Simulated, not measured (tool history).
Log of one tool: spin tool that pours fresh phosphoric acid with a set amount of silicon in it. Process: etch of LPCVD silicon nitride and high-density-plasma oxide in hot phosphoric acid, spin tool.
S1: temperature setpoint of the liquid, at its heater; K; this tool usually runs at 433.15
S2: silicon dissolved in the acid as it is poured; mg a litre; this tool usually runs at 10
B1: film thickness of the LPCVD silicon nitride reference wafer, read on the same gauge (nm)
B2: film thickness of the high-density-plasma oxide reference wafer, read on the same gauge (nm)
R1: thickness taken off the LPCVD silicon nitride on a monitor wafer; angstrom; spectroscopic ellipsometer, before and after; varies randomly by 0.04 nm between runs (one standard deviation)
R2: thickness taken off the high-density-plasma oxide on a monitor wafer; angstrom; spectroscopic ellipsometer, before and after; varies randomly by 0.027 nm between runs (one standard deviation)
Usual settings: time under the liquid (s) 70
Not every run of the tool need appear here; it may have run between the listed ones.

{"run": 1, "day": 0.0, "S1": 433.15, "S2": 10, "time under the liquid (s)": 40, "B1": 110.01, "B2": 70.029, "R1": 35.6, "R2": 2.16}
{"run": 2, "day": 0.604, "S1": 433.15, "S2": 6, "time under the liquid (s)": 70, "B1": 109.96, "B2": 69.991, "R1": 62.3, "R2": 4.9}
{"run": 3, "day": 1.633, "S1": 433.15, "S2": 10, "time under the liquid (s)": 80, "B1": 110.01, "B2": 69.97, "R1": 71.2, "R2": 4.57}
{"run": 4, "day": 2.175, "S1": 433.15, "S2": 10, "time under the liquid (s)": 80, "B1": 109.98, "B2": 70.005, "R1": 71, "R2": 4.06}
{"run": 5, "day": 2.529, "S1": 433.15, "S2": 10, "time under the liquid (s)": 80, "B1": 109.96, "B2": 70, "R1": 70.3, "R2": 4.65}
{"run": 6, "day": 3.225, "S1": 433.15, "S2": 10, "time under the liquid (s)": 70, "B1": 110.02, "B2": 70.032, "R1": 62.6, "R2": 4.03}
{"run": 7, "day": 3.633, "S1": 433.15, "S2": 10, "time under the liquid (s)": 70, "B1": 109.98, "B2": 70.006, "R1": 62.4, "R2": 4.03}
{"run": 8, "day": 4.092, "S1": 433.15, "S2": 10, "time under the liquid (s)": 70, "B1": 109.99, "B2": 70.009, "R1": 62.9, "R2": 3.98}
{"run": 9, "day": 4.388, "S1": 433.15, "S2": 10, "time under the liquid (s)": 70, "B1": 110.01, "B2": 69.981, "R1": 62.5, "R2": 4.38}
{"run": 10, "day": 4.896, "S1": 433.15, "S2": 8, "time under the liquid (s)": 35, "B1": 109.99, "B2": 70.002, "R1": 30.8, "R2": 2.33}
{"run": 11, "day": 5.575, "S1": 431.15, "S2": 4, "time under the liquid (s)": 40, "B1": 109.97, "B2": 69.972, "R1": 33.2, "R2": 1.93}
{"day": 5.667, "done": "dissolved silicon flow meter replaced"}
{"run": 12, "day": 5.838, "S1": 435.15, "S2": 12.5, "time under the liquid (s)": 95, "B1": 110.03, "B2": 70.023, "R1": 91, "R2": 6.26}
{"run": 13, "day": 6.725, "S1": 431.65, "S2": 6, "time under the liquid (s)": 35, "B1": 110, "B2": 70.017, "R1": 29.8, "R2": 2.14}
{"day": 7.25, "done": "thermometer replaced"}
{"run": 14, "day": 7.458, "S1": 433.15, "S2": 10, "time under the liquid (s)": 70, "B1": 110, "B2": 70.011, "R1": 61.9, "R2": 3.97}
{"day": 7.679, "done": "gauge calibrated"}
{"run": 15, "day": 7.812, "S1": 435.65, "S2": 13, "time under the liquid (s)": 45, "B1": 109.96, "B2": 69.962, "R1": 44.2, "R2": 2.9}
{"day": 7.988, "done": "heated supply line repaired"}
{"run": 16, "day": 8.262, "S1": 430.15, "S2": 13.5, "time under the liquid (s)": 70, "B1": 109.99, "B2": 70.014, "R1": 56.2, "R2": 2.72}
{"run": 17, "day": 8.729, "S1": 431.15, "S2": 6.5, "time under the liquid (s)": 40, "B1": 109.99, "B2": 69.998, "R1": 33.6, "R2": 2.32}
{"run": 18, "day": 9.321, "S1": 433.15, "S2": 10, "time under the liquid (s)": 70, "B1": 110.03, "B2": 70.024, "R1": 62.8, "R2": 3.89}
{"run": 19, "day": 9.871, "S1": 433.15, "S2": 10, "time under the liquid (s)": 85, "B1": 110.01, "B2": 70.013, "R1": 75.4, "R2": 5.4}
{"run": 20, "day": 10.388, "S1": 433.15, "S2": 15.5, "time under the liquid (s)": 70, "B1": 110.06, "B2": 70.011, "R1": 61.6, "R2": 3.9}
{"run": 21, "day": 10.792, "S1": 433.15, "S2": 10, "time under the liquid (s)": 70, "B1": 110.04, "B2": 70.026, "R1": 62.5, "R2": 4.19}

4 ways to go on from here, each from the tool as it stands after run 21. What would each give?
{"run": "A", "day": 10.808, "S1": 433.15, "S2": 10, "time under the liquid (s)": 70, "B1": "?", "B2": "?", "R1": "?", "R2": "?"}
{"run": "B", "day": 10.808, "S1": 436.15, "S2": 8, "time under the liquid (s)": 80, "B1": "?", "B2": "?", "R1": "?", "R2": "?"}
{"run": "C", "day": 10.808, "S1": 435.65, "S2": 16, "time under the liquid (s)": 70, "B1": "?", "B2": "?", "R1": "?", "R2": "?"}
{"run": "D", "day": 10.808, "S1": 434.65, "S2": 10, "time under the liquid (s)": 50, "B1": "?", "B2": "?", "R1": "?", "R2": "?"}

run=A B1=110.01 B2=69.987 R1=62 R2=4.2
run=B B1=110.01 B2=69.987 R1=78.3 R2=6.25
run=C B1=110.01 B2=69.987 R1=67.4 R2=4.37
run=D B1=110.01 B2=69.987 R1=46.6 R2=3.35
With no hidden state in the tool, these same runs would have given:
run=A R1=62 R2=4.2
run=B R1=78.3 R2=6.25
run=C R1=67.4 R2=4.37
run=D R1=46.6 R2=3.35

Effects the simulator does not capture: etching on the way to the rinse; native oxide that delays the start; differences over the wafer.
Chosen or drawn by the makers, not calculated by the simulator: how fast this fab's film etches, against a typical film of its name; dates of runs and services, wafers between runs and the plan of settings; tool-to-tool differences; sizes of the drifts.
